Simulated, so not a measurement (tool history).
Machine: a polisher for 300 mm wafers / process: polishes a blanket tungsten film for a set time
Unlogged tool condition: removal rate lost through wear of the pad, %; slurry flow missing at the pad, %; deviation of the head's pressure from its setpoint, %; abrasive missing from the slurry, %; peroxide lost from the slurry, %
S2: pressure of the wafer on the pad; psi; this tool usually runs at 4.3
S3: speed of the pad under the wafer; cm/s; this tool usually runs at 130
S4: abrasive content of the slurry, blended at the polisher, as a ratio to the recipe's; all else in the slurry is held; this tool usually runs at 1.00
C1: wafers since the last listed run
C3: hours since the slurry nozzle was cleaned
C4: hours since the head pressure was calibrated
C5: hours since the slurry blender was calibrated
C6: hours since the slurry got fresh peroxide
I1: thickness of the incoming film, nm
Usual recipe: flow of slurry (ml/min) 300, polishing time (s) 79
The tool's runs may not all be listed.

{"run": 1, "hour": 0.0, "flow of slurry (ml/min)": 300, "S2": 4.3, "S3": 130, "S4": 1.0, "polishing time (s)": 79, "C1": 0, "wafers polished on this pad": 3507, "C3": 538.9, "C4": 471.2, "C5": 379.7, "C6": 149.6, "I1": 1582.7, "film removed (angstrom)": 5567}
{"run": 2, "hour": 103.3, "flow of slurry (ml/min)": 300, "S2": 4.3, "S3": 130, "S4": 1.0, "polishing time (s)": 79, "C1": 1373, "wafers polished on this pad": 4880, "C3": 642.2, "C4": 574.5, "C5": 483.0, "C6": 252.9, "I1": 1549.5, "film removed (angstrom)": 5443}
{"hour": 105.5, "done": "slurry blender recalibrated"}
{"hour": 161.3, "done": "slurry nozzle cleaned"}
{"run": 3, "hour": 175.9, "flow of slurry (ml/min)": 300, "S2": 4.3, "S3": 130, "S4": 1.0, "polishing time (s)": 79, "C1": 925, "wafers polished on this pad": 5805, "C3": 14.6, "C4": 647.1, "C5": 70.4, "C6": 325.5, "I1": 1568.0, "film removed (angstrom)": 5620}
{"hour": 200.7, "done": "worn pad replaced by a new one"}
{"run": 4, "hour": 240.7, "flow of slurry (ml/min)": 300, "S2": 4.3, "S3": 156, "S4": 0.95, "polishing time (s)": 79, "C1": 808, "wafers polished on this pad": 531, "C3": 79.4, "C4": 711.9, "C5": 135.2, "C6": 390.3, "I1": 1566.4, "film removed (angstrom)": 6340}
{"run": 5, "hour": 295.8, "flow of slurry (ml/min)": 300, "S2": 4.3, "S3": 156, "S4": 0.95, "polishing time (s)": 79, "C1": 732, "wafers polished on this pad": 1264, "C3": 134.5, "C4": 767.0, "C5": 190.3, "C6": 445.4, "I1": 1547.5, "film removed (angstrom)": 6153}
{"hour": 332.1, "done": "slurry tank refilled with fresh slurry and peroxide"}
{"run": 6, "hour": 396.5, "flow of slurry (ml/min)": 300, "S2": 4.3, "S3": 156, "S4": 0.95, "polishing time (s)": 79, "C1": 1325, "wafers polished on this pad": 2590, "C3": 235.2, "C4": 867.7, "C5": 291.0, "C6": 64.4, "I1": 1550.6, "film removed (angstrom)": 6620}
{"run": 7, "hour": 448.9, "flow of slurry (ml/min)": 300, "S2": 4.3, "S3": 160, "S4": 1.0, "polishing time (s)": 79, "C1": 696, "wafers polished on this pad": 3286, "C3": 287.6, "C4": 920.1, "C5": 343.4, "C6": 116.8, "I1": 1545.7, "film removed (angstrom)": 6727}
{"hour": 494.7, "done": "slurry blender recalibrated"}
{"run": 8, "hour": 539.6, "flow of slurry (ml/min)": 300, "S2": 4.3, "S3": 160, "S4": 1.0, "polishing time (s)": 79, "C1": 1179, "wafers polished on this pad": 4466, "C3": 378.3, "C4": 1010.8, "C5": 44.9, "C6": 207.5, "I1": 1560.7, "film removed (angstrom)": 6677}
{"hour": 612.1, "done": "worn pad replaced by a new one"}
{"run": 9, "hour": 615.4, "flow of slurry (ml/min)": 300, "S2": 4.3, "S3": 160, "S4": 1.0, "polishing time (s)": 79, "C1": 954, "wafers polished on this pad": 44, "C3": 454.1, "C4": 1086.6, "C5": 120.7, "C6": 283.3, "I1": 1554.2, "film removed (angstrom)": 6557}
{"hour": 717.3, "done": "slurry tank refilled with fresh slurry and peroxide"}
{"hour": 779.7, "done": "slurry nozzle cleaned"}
{"run": 10, "hour": 792.1, "flow of slurry (ml/min)": 300, "S2": 4.3, "S3": 130, "S4": 1.0, "polishing time (s)": 79, "C1": 2322, "wafers polished on this pad": 2366, "C3": 12.4, "C4": 1263.3, "C5": 297.4, "C6": 74.8, "I1": 1569.4, "film removed (angstrom)": 6020}
{"run": 11, "hour": 848.8, "flow of slurry (ml/min)": 300, "S2": 4.3, "S3": 130, "S4": 1.0, "polishing time (s)": 79, "C1": 753, "wafers polished on this pad": 3120, "C3": 69.1, "C4": 1320.0, "C5": 354.1, "C6": 131.5, "I1": 1573.7, "film removed (angstrom)": 5897}
{"hour": 944.3, "done": "head pressure recalibrated"}
{"run": 12, "hour": 949.2, "flow of slurry (ml/min)": 300, "S2": 3.5, "S3": 118, "S4": 1.0, "polishing time (s)": 79, "C1": 1308, "wafers polished on this pad": 4428, "C3": 169.5, "C4": 4.9, "C5": 454.5, "C6": 231.9, "I1": 1567.9, "film removed (angstrom)": 4286}
{"hour": 992.1, "done": "slurry blender recalibrated"}
{"run": 13, "hour": 1019.7, "flow of slurry (ml/min)": 300, "S2": 3.5, "S3": 118, "S4": 1.0, "polishing time (s)": 79, "C1": 910, "wafers polished on this pad": 5339, "C3": 240.0, "C4": 75.4, "C5": 27.6, "C6": 302.4, "I1": 1542.7, "film removed (angstrom)": 4206}
{"hour": 1045.2, "done": "worn pad replaced by a new one"}
{"run": 14, "hour": 1077.3, "flow of slurry (ml/min)": 300, "S2": 4.3, "S3": 130, "S4": 1.0, "polishing time (s)": 79, "C1": 712, "wafers polished on this pad": 427, "C3": 297.6, "C4": 133.0, "C5": 85.2, "C6": 360.0, "I1": 1574.9, "film removed (angstrom)": 5280}
{"hour": 1135.7, "done": "slurry tank refilled with fresh slurry and peroxide"}
{"run": 15, "hour": 1177.3, "flow of slurry (ml/min)": 265, "S2": 4.7, "S3": 130, "S4": 0.85, "polishing time (s)": 79, "C1": 1316, "wafers polished on this pad": 1743, "C3": 397.6, "C4": 233.0, "C5": 185.2, "C6": 41.6, "I1": 1593.2, "film removed (angstrom)": 5601}
{"run": 16, "hour": 1219.5, "flow of slurry (ml/min)": 300, "S2": 4.3, "S3": 172, "S4": 1.0, "polishing time (s)": 51, "C1": 561, "wafers polished on this pad": 2304, "C3": 439.8, "C4": 275.2, "C5": 227.4, "C6": 83.8, "I1": 1565.8, "film removed (angstrom)": 4769}
{"run": 17, "hour": 1305.8, "flow of slurry (ml/min)": 300, "S2": 4.3, "S3": 160, "S4": 1.0, "polishing time (s)": 79, "C1": 1147, "wafers polished on this pad": 3452, "C3": 526.1, "C4": 361.5, "C5": 313.7, "C6": 170.1, "I1": 1555.8, "film removed (angstrom)": 6626}
{"run": 18, "hour": 1402.5, "flow of slurry (ml/min)": 300, "S2": 5.7, "S3": 94, "S4": 1.2, "polishing time (s)": 68, "C1": 1285, "wafers polished on this pad": 4737, "C3": 622.8, "C4": 458.2, "C5": 410.4, "C6": 266.8, "I1": 1543.6, "film removed (angstrom)": 4592}
{"hour": 1421.4, "done": "slurry nozzle cleaned"}
{"hour": 1465.7, "done": "slurry blender recalibrated"}
{"run": 19, "hour": 1473.9, "flow of slurry (ml/min)": 300, "S2": 4.3, "S3": 130, "S4": 1.0, "polishing time (s)": 79, "C1": 909, "wafers polished on this pad": 5647, "C3": 52.5, "C4": 529.6, "C5": 8.2, "C6": 338.2, "I1": 1575.2, "film removed (angstrom)": 5622}
{"run": 20, "hour": 1521.2, "flow of slurry (ml/min)": 300, "S2": 4.3, "S3": 168, "S4": 1.0, "polishing time (s)": 79, "C1": 628, "wafers polished on this pad": 6276, "C3": 99.8, "C4": 576.9, "C5": 55.5, "C6": 385.5, "I1": 1580.8, "film removed (angstrom)": 6914}
{"hour": 1538.8, "done": "worn pad replaced by a new one"}
{"hour": 1604.4, "done": "slurry tank refilled with fresh slurry and peroxide"}
{"run": 21, "hour": 1620.6, "flow of slurry (ml/min)": 240, "S2": 4.3, "S3": 130, "S4": 0.9, "polishing time (s)": 79, "C1": 1255, "wafers polished on this pad": 1073, "C3": 199.2, "C4": 676.3, "C5": 154.9, "C6": 16.2, "I1": 1569.4, "film removed (angstrom)": 5447}
{"run": 22, "hour": 1696.1, "flow of slurry (ml/min)": 300, "S2": 3.5, "S3": 118, "S4": 1.0, "polishing time (s)": 79, "C1": 1003, "wafers polished on this pad": 2077, "C3": 274.7, "C4": 751.8, "C5": 230.4, "C6": 91.7, "I1": 1555.4, "film removed (angstrom)": 4397}
{"run": 23, "hour": 1738.1, "flow of slurry (ml/min)": 225, "S2": 3.9, "S3": 114, "S4": 1.0, "polishing time (s)": 79, "C1": 558, "wafers polished on this pad": 2636, "C3": 316.7, "C4": 793.8, "C5": 272.4, "C6": 133.7, "I1": 1565.1, "film removed (angstrom)": 4392}
{"run": 24, "hour": 1789.7, "flow of slurry (ml/min)": 300, "S2": 3.3, "S3": 130, "S4": 1.0, "polishing time (s)": 79, "C1": 686, "wafers polished on this pad": 3322, "C3": 368.3, "C4": 845.4, "C5": 324.0, "C6": 185.3, "I1": 1557.7, "film removed (angstrom)": 4501}
{"run": 25, "hour": 1865.2, "flow of slurry (ml/min)": 385, "S2": 4.3, "S3": 176, "S4": 1.2, "polishing time (s)": 79, "C1": 1003, "wafers polished on this pad": 4325, "C3": 443.8, "C4": 920.9, "C5": 399.5, "C6": 260.8, "I1": 1554.6, "film removed (angstrom)": 8077}
{"hour": 1930.3, "done": "worn pad replaced by a new one"}
{"hour": 1932.7, "done": "slurry blender recalibrated"}
{"run": 26, "hour": 1956.8, "flow of slurry (ml/min)": 300, "S2": 2.9, "S3": 130, "S4": 1.0, "polishing time (s)": 79, "C1": 1138, "wafers polished on this pad": 325, "C3": 535.4, "C4": 1012.5, "C5": 24.1, "C6": 352.4, "I1": 1550.4, "film removed (angstrom)": 3850}
{"hour": 2049.7, "done": "slurry tank refilled with fresh slurry and peroxide"}
{"run": 27, "hour": 2186.3, "flow of slurry (ml/min)": 300, "S2": 4.3, "S3": 130, "S4": 1.0, "polishing time (s)": 79, "C1": 3038, "wafers polished on this pad": 3363, "C3": 764.9, "C4": 1242.0, "C5": 253.6, "C6": 136.6, "I1": 1546.2, "film removed (angstrom)": 5575}

What if the next run were any one of these 3? Each begins from the tool's condition after run 27:
{"run": "A", "hour": 2186.7, "flow of slurry (ml/min)": 300, "S2": 4.3, "S3": 130, "S4": 1.0, "polishing time (s)": 64, "C1": 5, "wafers polished on this pad": 3368, "C3": 765.3, "C4": 1242.4, "C5": 254.0, "C6": 137.0, "I1": 1590.6, "film removed (angstrom)": "?"}
{"run": "B", "hour": 2186.7, "flow of slurry (ml/min)": 240, "S2": 2.9, "S3": 162, "S4": 1.0, "polishing time (s)": 79, "C1": 5, "wafers polished on this pad": 3368, "C3": 765.3, "C4": 1242.4, "C5": 254.0, "C6": 137.0, "I1": 1590.6, "film removed (angstrom)": "?"}
{"run": "C", "hour": 2186.7, "flow of slurry (ml/min)": 255, "S2": 4.3, "S3": 130, "S4": 1.0, "polishing time (s)": 98, "C1": 5, "wafers polished on this pad": 3368, "C3": 765.3, "C4": 1242.4, "C5": 254.0, "C6": 137.0, "I1": 1590.6, "film removed (angstrom)": "?"}

run=A film_removed_(angstrom)=4480
run=B film_removed_(angstrom)=4761
run=C film_removed_(angstrom)=6671
With the hidden condition removed and each run's random variation left untouched, the same runs would have given:
run=A film_removed_(angstrom)=4857
run=B film_removed_(angstrom)=5248
run=C film_removed_(angstrom)=7318

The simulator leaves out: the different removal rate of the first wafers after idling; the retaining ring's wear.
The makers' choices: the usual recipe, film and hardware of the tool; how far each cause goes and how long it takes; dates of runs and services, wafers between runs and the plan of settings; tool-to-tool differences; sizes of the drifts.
